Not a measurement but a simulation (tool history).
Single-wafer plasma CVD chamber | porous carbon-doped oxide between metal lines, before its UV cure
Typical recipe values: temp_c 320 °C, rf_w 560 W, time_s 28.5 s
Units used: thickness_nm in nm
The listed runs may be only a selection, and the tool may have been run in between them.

run	hour	temp_c	rf_w	time_s	read-back reference wafer on the same gauge, thickness_nm	thickness_nm
1	0.0	320	560	25.3	177.182	138.555
2	14.0	320	560	25.3	177.028	138.365
# hour 31.6: gauge calibrated
3	37.2	320	560	28.5	177.872	156.138
4	52.3	320	560	28.5	177.921	156.027
5	64.9	320	560	28.5	177.783	155.970
6	98.2	320	560	28.5	177.640	155.876
7	126.9	320	560	28.5	177.445	155.010
8	156.0	306	560	28.5	177.143	166.505
9	173.6	320	560	28.5	176.947	155.376
# hour 189.7: gauge calibrated
# hour 196.4: thermocouple changed; heater temperature recalibrated
10	197.1	320	560	32.5	177.840	177.287
11	217.5	307	450	33.1	177.825	150.790
# hour 232.0: RF generator calibrated
# hour 234.8: showerhead replaced
12	235.3	320	560	26.2	177.744	143.506
13	262.7	320	460	31.0	177.557	136.409
14	279.1	320	560	25.3	177.419	138.475
15	294.3	320	560	28.5	177.331	155.665

The tool's hidden state at each run:
wafer temperature above the value expected at the setpoint (K): 0 across all the runs
delivered RF power above the setpoint (%): 0 across all the runs
H1: gauge reads high (%)
run	H1
1	-0.456
2	-0.549
3	-0.0693
4	-0.08
5	-0.0982
6	-0.187
7	-0.312
8	-0.484
9	-0.61
10	-0.0979
11	-0.117
12	-0.152
13	-0.239
14	-0.311
15	-0.39
